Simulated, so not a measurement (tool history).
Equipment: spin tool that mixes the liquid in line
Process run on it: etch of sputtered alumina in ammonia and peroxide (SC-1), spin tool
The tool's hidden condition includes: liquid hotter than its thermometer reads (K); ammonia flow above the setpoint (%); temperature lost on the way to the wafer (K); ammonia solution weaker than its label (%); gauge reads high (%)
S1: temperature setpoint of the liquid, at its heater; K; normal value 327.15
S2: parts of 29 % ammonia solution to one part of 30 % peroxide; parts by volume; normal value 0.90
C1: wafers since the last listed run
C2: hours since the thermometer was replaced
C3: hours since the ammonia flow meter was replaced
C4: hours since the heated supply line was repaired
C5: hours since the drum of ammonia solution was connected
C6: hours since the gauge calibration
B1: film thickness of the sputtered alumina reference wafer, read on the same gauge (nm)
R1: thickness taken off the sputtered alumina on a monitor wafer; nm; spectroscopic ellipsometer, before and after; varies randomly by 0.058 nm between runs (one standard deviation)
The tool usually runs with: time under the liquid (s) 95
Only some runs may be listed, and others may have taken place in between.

{"run": 1, "hour": 0.0, "S1": 327.15, "S2": 0.9, "time under the liquid (s)": 95, "C1": 0, "C2": 2091.2, "C3": 1602.7, "C4": 1926.1, "C5": 14.1, "C6": 369.1, "B1": 140.0, "R1": 7.04}
{"run": 2, "hour": 53.3, "S1": 327.15, "S2": 0.9, "time under the liquid (s)": 95, "C1": 557, "C2": 2144.5, "C3": 1656.0, "C4": 1979.4, "C5": 67.4, "C6": 422.4, "B1": 140.06, "R1": 7.0}
{"run": 3, "hour": 85.9, "S1": 327.15, "S2": 0.9, "time under the liquid (s)": 95, "C1": 340, "C2": 2177.1, "C3": 1688.6, "C4": 2012.0, "C5": 100.0, "C6": 455.0, "B1": 140.0, "R1": 7.0}
{"hour": 89.4, "done": "heated supply line repaired"}
{"run": 4, "hour": 113.4, "S1": 327.15, "S2": 1.2, "time under the liquid (s)": 75, "C1": 277, "C2": 2204.6, "C3": 1716.1, "C4": 24.0, "C5": 127.5, "C6": 482.5, "B1": 139.99, "R1": 6.73}
{"run": 5, "hour": 130.4, "S1": 333.65, "S2": 0.45, "time under the liquid (s)": 60, "C1": 177, "C2": 2221.6, "C3": 1733.1, "C4": 41.0, "C5": 144.5, "C6": 499.5, "B1": 139.99, "R1": 6.89}
{"run": 6, "hour": 147.2, "S1": 327.15, "S2": 0.9, "time under the liquid (s)": 95, "C1": 175, "C2": 2238.4, "C3": 1749.9, "C4": 57.8, "C5": 161.3, "C6": 516.3, "B1": 139.97, "R1": 8.23}
{"run": 7, "hour": 167.4, "S1": 327.15, "S2": 0.9, "time under the liquid (s)": 80, "C1": 211, "C2": 2258.6, "C3": 1770.1, "C4": 78.0, "C5": 181.5, "C6": 536.5, "B1": 139.93, "R1": 6.9}
{"run": 8, "hour": 193.0, "S1": 327.15, "S2": 0.9, "time under the liquid (s)": 95, "C1": 267, "C2": 2284.2, "C3": 1795.7, "C4": 103.6, "C5": 207.1, "C6": 562.1, "B1": 140.0, "R1": 8.26}
{"hour": 201.8, "done": "ammonia flow meter replaced"}
{"run": 9, "hour": 217.5, "S1": 319.65, "S2": 0.6, "time under the liquid (s)": 70, "C1": 245, "C2": 2308.7, "C3": 15.7, "C4": 128.1, "C5": 231.6, "C6": 586.6, "B1": 140.0, "R1": 3.86}
{"run": 10, "hour": 247.5, "S1": 327.15, "S2": 0.7, "time under the liquid (s)": 95, "C1": 313, "C2": 2338.7, "C3": 45.7, "C4": 158.1, "C5": 261.6, "C6": 616.6, "B1": 139.98, "R1": 7.98}
{"run": 11, "hour": 268.0, "S1": 327.15, "S2": 0.65, "time under the liquid (s)": 95, "C1": 214, "C2": 2359.2, "C3": 66.2, "C4": 178.6, "C5": 282.1, "C6": 637.1, "B1": 140.03, "R1": 7.95}
{"run": 12, "hour": 290.4, "S1": 327.15, "S2": 0.9, "time under the liquid (s)": 95, "C1": 234, "C2": 2381.6, "C3": 88.6, "C4": 201.0, "C5": 304.5, "C6": 659.5, "B1": 140.03, "R1": 8.13}
{"run": 13, "hour": 350.0, "S1": 335.65, "S2": 0.9, "time under the liquid (s)": 95, "C1": 623, "C2": 2441.2, "C3": 148.2, "C4": 260.6, "C5": 364.1, "C6": 719.1, "B1": 139.97, "R1": 12.53}
{"hour": 360.4, "done": "thermometer replaced"}
{"run": 14, "hour": 374.8, "S1": 323.65, "S2": 0.9, "time under the liquid (s)": 70, "C1": 248, "C2": 14.4, "C3": 173.0, "C4": 285.4, "C5": 388.9, "C6": 743.9, "B1": 139.96, "R1": 4.9}
{"run": 15, "hour": 392.8, "S1": 327.15, "S2": 0.9, "time under the liquid (s)": 135, "C1": 188, "C2": 32.4, "C3": 191.0, "C4": 303.4, "C5": 406.9, "C6": 761.9, "B1": 139.99, "R1": 11.46}
{"hour": 394.3, "done": "gauge calibrated"}
{"run": 16, "hour": 416.4, "S1": 327.15, "S2": 0.9, "time under the liquid (s)": 60, "C1": 246, "C2": 56.0, "C3": 214.6, "C4": 327.0, "C5": 430.5, "C6": 22.1, "B1": 140.01, "R1": 5.09}
{"run": 17, "hour": 429.7, "S1": 327.15, "S2": 1.2, "time under the liquid (s)": 95, "C1": 139, "C2": 69.3, "C3": 227.9, "C4": 340.3, "C5": 443.8, "C6": 35.4, "B1": 139.98, "R1": 8.18}
{"run": 18, "hour": 453.1, "S1": 320.65, "S2": 0.55, "time under the liquid (s)": 95, "C1": 244, "C2": 92.7, "C3": 251.3, "C4": 363.7, "C5": 467.2, "C6": 58.8, "B1": 140.01, "R1": 5.36}

Forecast run 19:
{"run": 19, "hour": 467.9, "S1": 327.15, "S2": 0.9, "time under the liquid (s)": 95, "C1": 154, "C2": 107.5, "C3": 266.1, "C4": 378.5, "C5": 482.0, "C6": 73.6, "B1": "?", "R1": "?"}

B1: 140.01
R1: 7.91 nm
With no hidden state in the tool, this same run would have given R1 8.36 nm.
